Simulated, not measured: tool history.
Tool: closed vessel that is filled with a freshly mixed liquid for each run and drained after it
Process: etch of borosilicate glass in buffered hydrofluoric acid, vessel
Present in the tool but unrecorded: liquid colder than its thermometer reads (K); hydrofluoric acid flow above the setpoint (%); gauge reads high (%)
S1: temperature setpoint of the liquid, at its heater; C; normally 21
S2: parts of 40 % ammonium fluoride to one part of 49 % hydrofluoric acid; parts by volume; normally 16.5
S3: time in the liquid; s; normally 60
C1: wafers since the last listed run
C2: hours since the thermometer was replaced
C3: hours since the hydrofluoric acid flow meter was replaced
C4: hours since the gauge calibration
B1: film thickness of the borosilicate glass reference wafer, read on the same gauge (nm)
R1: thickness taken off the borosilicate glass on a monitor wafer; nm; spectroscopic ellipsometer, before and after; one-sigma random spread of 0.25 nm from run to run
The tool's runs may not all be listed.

run,hour,S1,S2,S3,C1,C2,C3,C4,B1,R1
1,0,25,18.5,60,0,1956,1048.6,1980.2,119.95,44.6
2,92.6,21,16.5,60,8175,2048.6,1141.2,2072.8,120.02,40.35
3,218.9,21,16.5,60,11150,2174.9,1267.5,2199.1,120.01,39.47
4,270.4,21,16.5,60,4546,2226.4,1319,2250.6,120.02,39.9
5,335.2,21,16.5,60,5721,2291.2,1383.8,2315.4,120.01,39.63
# hour 353.3: thermometer replaced
6,439.5,21,16.5,60,9120,86.2,1488.1,2419.7,120.01,40.61
7,489.1,21,16.5,60,4379,135.8,1537.7,2469.3,120.01,40.94
8,593.9,21,16.5,60,9252,240.6,1642.5,2574.1,120,40.12
9,647.6,21,16.5,60,4741,294.3,1696.2,2627.8,120.02,40.43
10,748,25,22.5,35,8864,394.7,1796.6,2728.2,120.04,22.4
11,835.7,21,16.5,75,7742,482.4,1884.3,2815.9,119.98,50.35
12,925.5,21,16.5,60,7928,572.2,1974.1,2905.7,120.01,40.21
13,979,21,16.5,60,4723,625.7,2027.6,2959.2,120.03,40.14
# hour 1017.9: hydrofluoric acid flow meter replaced
14,1067.6,21,16.5,60,7734,714.3,49.7,3047.8,119.97,40.06
15,1174.3,18,16.5,70,9420,821,156.4,3154.5,119.99,39.73
16,1233,22.5,16.5,60,5182,879.7,215.1,3213.2,120,43.81
17,1324.4,21,16.5,30,8069,971.1,306.5,3304.6,119.96,20.41
# hour 1380.2: gauge calibrated
18,1385.5,17,21,30,5394,1032.2,367.6,5.3,119.99,12.79
19,1426.3,17.5,16.5,90,3602,1073,408.4,46.1,119.99,49.82
20,1481.7,21,16.5,60,4891,1128.4,463.8,101.5,119.99,40.26
21,1576,17,16.5,90,8325,1222.7,558.1,195.8,119.99,47.71
22,1628.9,21,21,30,4670,1275.6,611,248.7,120.02,15.99
23,1696.5,25.5,10.5,60,5968,1343.2,678.6,316.3,120.01,80.41
24,1767.5,21,16.5,60,6268,1414.2,749.6,387.3,119.99,40.52
25,1846,18,20.5,30,6930,1492.7,828.1,465.8,120,13.79
26,1946.9,21,16.5,60,8908,1593.6,929,566.7,120,39.76
27,2031.8,21,16.5,60,7495,1678.5,1013.9,651.6,120,39.68
28,2132.6,21,16.5,60,8899,1779.3,1114.7,752.4,119.99,39.57
29,2185,21,16.5,60,4626,1831.7,1167.1,804.8,119.99,39.49
30,2269.1,24.5,16.5,60,7425,1915.8,1251.2,888.9,120,48.14
31,2359.8,25,16.5,70,8007,2006.5,1341.9,979.6,120.02,57.71

Give the tool's hidden conditions for every run:
hydrofluoric acid flow above the setpoint (%): 0 in every run
gauge reads high (%): 0 in every run
H1: liquid colder than its thermometer reads (K)
run,H1
1,0.438
2,0.459
3,0.487
4,0.498
5,0.512
6,0.0659
7,0.0767
8,0.0997
9,0.112
10,0.134
11,0.153
12,0.172
13,0.184
14,0.204
15,0.227
16,0.24
17,0.26
18,0.273
19,0.282
20,0.294
21,0.315
22,0.327
23,0.342
24,0.357
25,0.374
26,0.397
27,0.415
28,0.437
29,0.449
30,0.467
31,0.487
